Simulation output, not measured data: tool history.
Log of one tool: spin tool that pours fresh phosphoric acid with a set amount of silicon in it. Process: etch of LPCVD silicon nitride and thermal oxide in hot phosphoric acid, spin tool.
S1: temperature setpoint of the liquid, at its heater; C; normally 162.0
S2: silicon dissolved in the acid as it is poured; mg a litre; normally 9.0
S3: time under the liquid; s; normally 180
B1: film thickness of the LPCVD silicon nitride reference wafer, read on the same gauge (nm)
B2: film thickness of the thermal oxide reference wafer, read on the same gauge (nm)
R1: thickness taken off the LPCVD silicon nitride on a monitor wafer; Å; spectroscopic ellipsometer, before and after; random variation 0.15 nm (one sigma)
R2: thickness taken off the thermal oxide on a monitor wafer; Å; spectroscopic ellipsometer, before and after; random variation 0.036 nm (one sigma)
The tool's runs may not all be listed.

run,hour,S1,S2,S3,B1,B2,R1,R2
1,0.0,162.0,9.0,180,120.02,89.983,177.9,4.55
2,104.6,162.0,9.0,180,120.01,89.992,177.2,4.66
3,244.7,160.0,4.5,120,120.00,89.994,109.1,2.74
4,345.4,162.0,9.0,80,119.97,89.978,78.7,1.96
5,422.5,161.0,12.5,180,120.00,89.970,169.8,4.09
6,483.4,161.0,14.0,230,120.00,90.011,217.3,4.63
# hour 515.5: dissolved silicon flow meter replaced
7,550.3,163.5,3.0,70,120.02,90.005,72.5,2.46
8,607.6,162.0,11.5,110,120.00,89.968,107.6,2.61
# hour 614.9: heated supply line repaired
# hour 699.2: gauge calibrated
9,876.2,162.0,9.0,180,120.00,89.998,174.7,4.40
# hour 880.1: thermometer replaced
10,936.9,160.0,9.0,180,119.97,90.015,170.3,4.80
11,1012.5,162.0,12.5,180,119.97,89.999,184.2,4.61
12,1252.2,163.0,5.0,145,119.99,89.988,151.6,5.16
13,1306.6,163.5,9.0,180,120.03,90.008,189.4,5.77
14,1349.6,161.0,14.0,220,120.01,90.023,211.8,5.18
15,1407.5,162.0,13.0,115,120.02,89.963,116.9,2.75
16,1484.0,162.0,2.5,255,119.99,90.029,255.7,7.74
17,1578.5,162.0,9.0,180,120.03,90.023,177.8,4.95
18,1655.6,159.5,12.0,270,120.00,89.983,242.7,5.01
19,1757.3,160.5,5.0,180,120.00,90.008,168.7,4.76
20,1848.3,162.0,9.0,180,119.98,89.995,178.0,4.71
21,1922.7,160.5,7.0,140,120.00,90.035,129.6,3.67
22,1968.6,160.0,9.0,130,120.02,90.017,119.6,3.03

Forecast each of these 4 alternatives for the next run:
A,1969.1,162.0,9.0,180,?,?,?,?
B,1969.1,160.0,6.5,265,?,?,?,?
C,1969.1,164.0,12.5,285,?,?,?,?
D,1969.1,161.0,6.0,85,?,?,?,?

run,B1,B2,R1,R2
A,120.01,89.992,177.6,4.46
B,120.01,89.992,244.4,5.97
C,120.01,89.992,300.6,7.56
D,120.01,89.992,81.1,2.08
With no hidden state in the tool, these same runs would have given:
run,R1,R2
A,185.5,4.91
B,255.5,6.58
C,313.9,8.31
D,84.7,2.29
